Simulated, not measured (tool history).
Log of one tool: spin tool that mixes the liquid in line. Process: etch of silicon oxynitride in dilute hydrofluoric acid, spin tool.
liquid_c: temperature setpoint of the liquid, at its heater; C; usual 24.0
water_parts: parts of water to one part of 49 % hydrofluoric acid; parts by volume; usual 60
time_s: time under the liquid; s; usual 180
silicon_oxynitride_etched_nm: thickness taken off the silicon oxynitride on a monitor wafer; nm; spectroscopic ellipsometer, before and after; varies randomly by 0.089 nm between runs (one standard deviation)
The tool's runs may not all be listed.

run	hour	liquid_c	water_parts	time_s	wafers since the last listed run	hours since the thermometer was replaced	hours since the hydrofluoric acid flow meter was replaced	hours since the gauge calibration	read-back film thickness of the silicon oxynitride reference wafer, read on the same gauge (nm)	silicon_oxynitride_etched_nm
1	0.0	24.0	60	180	0	563.2	491.3	1783.7	80.01	10.35
2	77.5	24.0	60	180	387	640.7	568.8	1861.2	80.02	10.30
3	155.9	24.0	60	180	392	719.1	647.2	1939.6	80.01	10.41
4	208.7	24.0	60	180	264	771.9	700.0	1992.4	80.01	10.52
5	284.6	24.0	60	180	379	847.8	775.9	2068.3	80.03	10.51
6	518.8	24.0	60	180	1172	1082.0	1010.1	2302.5	80.02	10.51
7	591.8	24.0	60	180	365	1155.0	1083.1	2375.5	80.00	10.27
8	694.8	24.0	60	180	515	1258.0	1186.1	2478.5	79.97	10.49
# hour 742.2: thermometer replaced
9	794.2	24.0	60	180	492	52.0	1285.5	2577.9	79.99	10.34
10	899.9	24.0	60	180	529	157.7	1391.2	2683.6	80.00	10.25
11	936.9	24.0	60	180	185	194.7	1428.2	2720.6	80.00	10.40
12	1024.1	24.0	60	180	436	281.9	1515.4	2807.8	80.01	10.29
13	1066.2	24.0	60	265	210	324.0	1557.5	2849.9	80.01	15.24
14	1125.5	19.5	60	180	296	383.3	1616.8	2909.2	80.00	8.27
15	1197.3	26.0	60	180	359	455.1	1688.6	2981.0	79.99	11.43
16	1296.4	24.0	60	180	495	554.2	1787.7	3080.1	80.02	10.46
17	1563.4	19.0	70	80	1336	821.2	2054.7	3347.1	80.01	3.08
# hour 1626.6: gauge calibrated
18	1636.6	24.0	60	180	366	894.4	2127.9	10.0	80.00	10.53
19	1716.1	24.0	60	180	397	973.9	2207.4	89.5	80.04	10.36
# hour 1775.3: hydrofluoric acid flow meter replaced
20	1819.2	24.0	60	180	511	1077.0	43.9	192.6	79.98	10.42
21	1879.1	19.0	60	180	299	1136.9	103.8	252.5	80.00	8.08
# hour 1949.0: thermometer replaced
22	1951.0	24.0	70	230	354	2.0	175.7	324.4	80.00	11.21
23	2021.4	27.5	90	180	352	72.4	246.1	394.8	79.99	7.85
24	2112.7	21.5	60	180	456	163.7	337.4	486.1	80.00	9.17
25	2351.0	21.0	45	110	1192	402.0	575.7	724.4	79.99	7.37
26	2391.4	24.0	60	145	202	442.4	616.1	764.8	80.00	8.39
27	2447.9	24.0	60	180	282	498.9	672.6	821.3	80.00	10.46
28	2491.2	28.5	85	245	216	542.2	715.9	864.6	80.00	12.00
29	2569.0	21.0	90	270	389	620.0	793.7	942.4	80.00	8.82
30	2627.4	26.0	40	260	292	678.4	852.1	1000.8	80.02	24.97
31	2724.1	24.0	60	180	483	775.1	948.8	1097.5	79.99	10.47
32	2783.9	24.0	40	75	299	834.9	1008.6	1157.3	80.00	6.51
33	2851.4	24.0	60	105	337	902.4	1076.1	1224.8	79.99	6.02
34	2948.3	28.0	60	180	484	999.3	1173.0	1321.7	80.00	12.51

3 ways to go on from here, each from the tool as it stands after run 34. What would each give?
A	2948.8	24.0	45	180	2	999.8	1173.5	1322.2	?	?
B	2948.8	22.0	35	180	2	999.8	1173.5	1322.2	?	?
C	2948.8	24.0	80	220	2	999.8	1173.5	1322.2	?	?

run	read-back film thickness of the silicon oxynitride reference wafer, read on the same gauge (nm)	silicon_oxynitride_etched_nm
A	80.00	14.18
B	80.00	16.63
C	80.00	9.47
With no hidden state in the tool, these same runs would have given:
run	silicon_oxynitride_etched_nm
A	14.18
B	16.63
C	9.47
